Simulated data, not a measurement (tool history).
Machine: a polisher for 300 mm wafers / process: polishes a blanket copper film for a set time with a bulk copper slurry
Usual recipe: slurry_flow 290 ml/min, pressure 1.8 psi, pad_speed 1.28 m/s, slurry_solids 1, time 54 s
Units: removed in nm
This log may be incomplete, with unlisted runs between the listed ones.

run,hour,slurry_flow,pressure,pad_speed,slurry_solids,time,"incoming thickness of the incoming film, nm",removed
1,0,290,1.8,1.28,1,61,4267.9,475.6
2,59.8,290,1.8,1.28,1,61,4231.5,487.2
# hour 176.6: worn pad replaced by a new one
3,214.6,290,1.8,1.28,1,61,4313.3,492.8
# hour 217.7: slurry blender recalibrated
4,239.2,290,1.8,1.28,1,54,4350.3,443.2
5,269.8,290,1.8,1.28,1,54,4313,444.3
6,320.6,290,1.8,1.28,1,54,4299.7,446.1
7,390.9,290,1.8,0.98,1,54,4311.1,344.2
8,436.6,290,1.8,0.98,1,54,4372.4,343.3
9,463.8,290,1.8,0.98,1,54,4282.4,345
10,527.1,290,1.8,1.28,1,54,4363.6,450
# hour 563.7: worn pad replaced by a new one
11,589.1,290,1.8,1.28,0.85,54,4330.7,442
# hour 624: slurry nozzle cleaned
# hour 630.4: slurry blender recalibrated
12,633.3,240,1.8,1.06,1,45,4245.7,308.6
13,661.6,290,1.4,1.28,1,54,4283.2,349.6
14,707.2,210,1.2,1.28,0.85,44,4285.9,235.8
# hour 719.5: head pressure recalibrated
15,765.4,290,1.8,1.28,1.2,54,4253.7,434.3

Run 16, settings as shown, results not yet in. Your forecast:
16,809.8,325,1.8,1.42,1,61,4341.8,?

Run 16 gave removed 531.3 nm.
Take away the tool's hidden state, keep the run-to-run variation as it was, and the same run would have given removed 522.2 nm.
